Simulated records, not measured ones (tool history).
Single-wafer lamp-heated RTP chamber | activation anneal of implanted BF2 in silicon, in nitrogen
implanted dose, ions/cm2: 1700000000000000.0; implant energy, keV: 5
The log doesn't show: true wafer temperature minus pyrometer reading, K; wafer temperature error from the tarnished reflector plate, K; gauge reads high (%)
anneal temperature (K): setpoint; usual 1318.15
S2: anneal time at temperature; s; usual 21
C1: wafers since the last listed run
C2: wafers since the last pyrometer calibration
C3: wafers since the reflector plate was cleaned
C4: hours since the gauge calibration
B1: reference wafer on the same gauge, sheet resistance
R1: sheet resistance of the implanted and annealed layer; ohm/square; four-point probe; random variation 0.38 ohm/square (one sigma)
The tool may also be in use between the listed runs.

run 1 day=0 | anneal_temperature_(K)=1318.15 S2=28 | C1=0 C2=736 C3=3748 C4=1490.3 | B1=166.04 | R1=141.72
run 2 day=2.888 | anneal_temperature_(K)=1318.15 S2=11 | C1=1158 C2=1894 C3=4906 C4=1559.6 | B1=166.04 | R1=182.16
run 3 day=7.433 | anneal_temperature_(K)=1318.15 S2=11 | C1=1823 C2=3718 C3=6730 C4=1668.7 | B1=166.08 | R1=182.64
run 4 day=8.846 | anneal_temperature_(K)=1318.15 S2=21 | C1=566 C2=4284 C3=7296 C4=1702.6 | B1=166.11 | R1=152.61
run 5 day=11.771 | anneal_temperature_(K)=1318.15 S2=21 | C1=1173 C2=5457 C3=8469 C4=1772.8 | B1=165.98 | R1=152.83
run 6 day=14.133 | anneal_temperature_(K)=1318.15 S2=21 | C1=947 C2=6405 C3=9417 C4=1829.5 | B1=166.16 | R1=153.31
-- day=15.875 reflector plate cleaned
run 7 day=15.896 | anneal_temperature_(K)=1328.15 S2=16 | C1=573 C2=6978 C3=8 C4=1871.8 | B1=166.04 | R1=150.09
-- day=17.721 pyrometer window cleaned and pyrometer calibrated
run 8 day=17.929 | anneal_temperature_(K)=1328.15 S2=16 | C1=681 C2=83 C3=690 C4=1920.6 | B1=166.1 | R1=150.28
run 9 day=20.512 | anneal_temperature_(K)=1318.15 S2=21 | C1=1036 C2=1119 C3=1726 C4=1982.6 | B1=165.94 | R1=152.6
run 10 day=22.496 | anneal_temperature_(K)=1318.15 S2=21 | C1=795 C2=1914 C3=2521 C4=2030.2 | B1=165.93 | R1=152.06
run 11 day=24.638 | anneal_temperature_(K)=1318.15 S2=21 | C1=858 C2=2773 C3=3380 C4=2081.6 | B1=166.01 | R1=152.71
-- day=26.662 gauge calibrated
run 12 day=26.804 | anneal_temperature_(K)=1318.15 S2=21 | C1=868 C2=3642 C3=4249 C4=3.4 | B1=165.95 | R1=152.94
run 13 day=28.942 | anneal_temperature_(K)=1318.15 S2=21 | C1=857 C2=4499 C3=5107 C4=54.7 | B1=165.79 | R1=151.76
run 14 day=31.046 | anneal_temperature_(K)=1336.15 S2=31 | C1=843 C2=5343 C3=5950 C4=105.2 | B1=166.01 | R1=121.17
run 15 day=32.171 | anneal_temperature_(K)=1306.15 S2=15 | C1=451 C2=5795 C3=6402 C4=132.2 | B1=166.04 | R1=187.37
run 16 day=33.662 | anneal_temperature_(K)=1307.15 S2=32 | C1=598 C2=6393 C3=7000 C4=168 | B1=166.19 | R1=148.58
run 17 day=36.554 | anneal_temperature_(K)=1337.15 S2=13 | C1=1159 C2=7553 C3=8160 C4=237.4 | B1=165.99 | R1=147.51
run 18 day=37.688 | anneal_temperature_(K)=1298.15 S2=26 | C1=454 C2=8007 C3=8614 C4=264.6 | B1=165.93 | R1=169.58
-- day=40.138 reflector plate cleaned
-- day=40.308 pyrometer window cleaned and pyrometer calibrated
run 19 day=40.329 | anneal_temperature_(K)=1318.15 S2=21 | C1=857 C2=8 C3=8 C4=328 | B1=166.16 | R1=151.5
run 20 day=41.579 | anneal_temperature_(K)=1318.15 S2=21 | C1=501 C2=510 C3=510 C4=358 | B1=166.05 | R1=151.93
run 21 day=43.183 | anneal_temperature_(K)=1318.15 S2=21 | C1=643 C2=1153 C3=1153 C4=396.5 | B1=166.05 | R1=153.04
run 22 day=44.917 | anneal_temperature_(K)=1347.15 S2=21 | C1=695 C2=1848 C3=1848 C4=438.1 | B1=165.93 | R1=122.2
run 23 day=47.396 | anneal_temperature_(K)=1310.15 S2=10 | C1=994 C2=2843 C3=2843 C4=497.6 | B1=165.97 | R1=205.26
run 24 day=49.783 | anneal_temperature_(K)=1290.15 S2=29 | C1=957 C2=3800 C3=3800 C4=554.9 | B1=166.04 | R1=177.84
run 25 day=51.933 | anneal_temperature_(K)=1341.15 S2=12 | C1=862 C2=4663 C3=4663 C4=606.5 | B1=165.84 | R1=147.09
run 26 day=54.138 | anneal_temperature_(K)=1318.15 S2=21 | C1=884 C2=5547 C3=5547 C4=659.4 | B1=166.05 | R1=152.48
run 27 day=55.571 | anneal_temperature_(K)=1318.15 S2=13 | C1=574 C2=6121 C3=6121 C4=693.8 | B1=165.99 | R1=172.34
run 28 day=58.208 | anneal_temperature_(K)=1347.15 S2=11 | C1=1057 C2=7179 C3=7179 C4=757.1 | B1=165.89 | R1=143.67

The next listed run, before its measurement:
-- day=60.017 reflector plate cleaned
run 29 day=60.038 | anneal_temperature_(K)=1331.15 S2=21 | C1=599 C2=7779 C3=7 C4=801 | B1=? | R1=?

{"run 29": {"B1": 166.05, "R1": 137.89}}
Without the tool's hidden state the same run would have given R1 137.89 ohm/square.
